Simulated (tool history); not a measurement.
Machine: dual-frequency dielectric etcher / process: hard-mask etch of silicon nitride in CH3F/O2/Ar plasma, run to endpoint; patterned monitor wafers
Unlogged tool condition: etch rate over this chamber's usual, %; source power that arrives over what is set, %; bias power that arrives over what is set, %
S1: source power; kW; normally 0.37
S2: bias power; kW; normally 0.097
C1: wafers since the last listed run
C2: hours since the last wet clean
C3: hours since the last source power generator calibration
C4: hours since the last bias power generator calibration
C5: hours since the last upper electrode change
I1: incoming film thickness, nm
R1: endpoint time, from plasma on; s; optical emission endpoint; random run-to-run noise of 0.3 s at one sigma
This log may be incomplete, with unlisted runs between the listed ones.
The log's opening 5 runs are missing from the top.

| run | hour | S1 | S2 | C1 | C2 | C3 | C4 | C5 | I1 | R1 |
|---|---|---|---|---|---|---|---|---|---|---|
| 6 | 139.2 | 0.37 | 0.097 | 289 | 394.1 | 1662.9 | 1597 | 2442.4 | 53.1 | 79.7 |
| 7 | 159.2 | 0.37 | 0.097 | 164 | 414.1 | 1682.9 | 1617 | 2462.4 | 53.4 | 79.8 |
| 8 | 179.1 | 0.37 | 0.097 | 163 | 434 | 1702.8 | 1636.9 | 2482.3 | 52.9 | 79.2 |
|  | 223.5 | wet clean of the chamber |
| 9 | 224 | 0.32 | 0.097 | 171 | 0.5 | 1747.7 | 1681.8 | 2527.2 | 52.9 | 81.3 |
| 10 | 237.9 | 0.37 | 0.114 | 114 | 14.4 | 1761.6 | 1695.7 | 2541.1 | 52.8 | 72.8 |
| 11 | 266.7 | 0.37 | 0.114 | 236 | 43.2 | 1790.4 | 1724.5 | 2569.9 | 53.3 | 73.8 |
|  | 290.9 | upper electrode replaced |
| 12 | 291.4 | 0.37 | 0.087 | 5 | 67.9 | 1815.1 | 1749.2 | 0.5 | 52.4 | 80.2 |
| 13 | 323.8 | 0.37 | 0.087 | 266 | 100.3 | 1847.5 | 1781.6 | 32.9 | 53.3 | 81.7 |
| 14 | 356.1 | 0.3 | 0.097 | 265 | 132.6 | 1879.8 | 1813.9 | 65.2 | 52.8 | 82.8 |
| 15 | 373.4 | 0.3 | 0.097 | 142 | 149.9 | 1897.1 | 1831.2 | 82.5 | 52.5 | 82.3 |
| 16 | 395.2 | 0.37 | 0.097 | 178 | 171.7 | 1918.9 | 1853 | 104.3 | 53 | 78.4 |
| 17 | 419.8 | 0.37 | 0.097 | 201 | 196.3 | 1943.5 | 1877.6 | 128.9 | 52.1 | 77.1 |
| 18 | 455 | 0.37 | 0.12 | 289 | 231.5 | 1978.7 | 1912.8 | 164.1 | 52.6 | 71.6 |
| 19 | 472.1 | 0.45 | 0.089 | 140 | 248.6 | 1995.8 | 1929.9 | 181.2 | 53.1 | 76.4 |
| 20 | 508.1 | 0.37 | 0.097 | 295 | 284.6 | 2031.8 | 1965.9 | 217.2 | 52.6 | 77.9 |
| 21 | 532.9 | 0.42 | 0.082 | 203 | 309.4 | 2056.6 | 1990.7 | 242 | 52.9 | 80.1 |
| 22 | 557.4 | 0.29 | 0.088 | 201 | 333.9 | 2081.1 | 2015.2 | 266.5 | 53 | 87.3 |
| 23 | 581.3 | 0.37 | 0.097 | 196 | 357.8 | 2105 | 2039.1 | 290.4 | 53 | 79.2 |
|  | 599 | source power generator calibrated |
| 24 | 613.5 | 0.44 | 0.106 | 231 | 390 | 14.5 | 2071.3 | 322.6 | 53.1 | 73.1 |

Run 25 has not been measured yet. What should we expect?
| 25 | 647.9 | 0.34 | 0.085 | 282 | 424.4 | 48.9 | 2105.7 | 357 | 53.2 | ? |

Run 25 yielded R1 85.8 s.
If the tool had no hidden condition, the same run with the same run-to-run variation would have returned R1 83.8 s.

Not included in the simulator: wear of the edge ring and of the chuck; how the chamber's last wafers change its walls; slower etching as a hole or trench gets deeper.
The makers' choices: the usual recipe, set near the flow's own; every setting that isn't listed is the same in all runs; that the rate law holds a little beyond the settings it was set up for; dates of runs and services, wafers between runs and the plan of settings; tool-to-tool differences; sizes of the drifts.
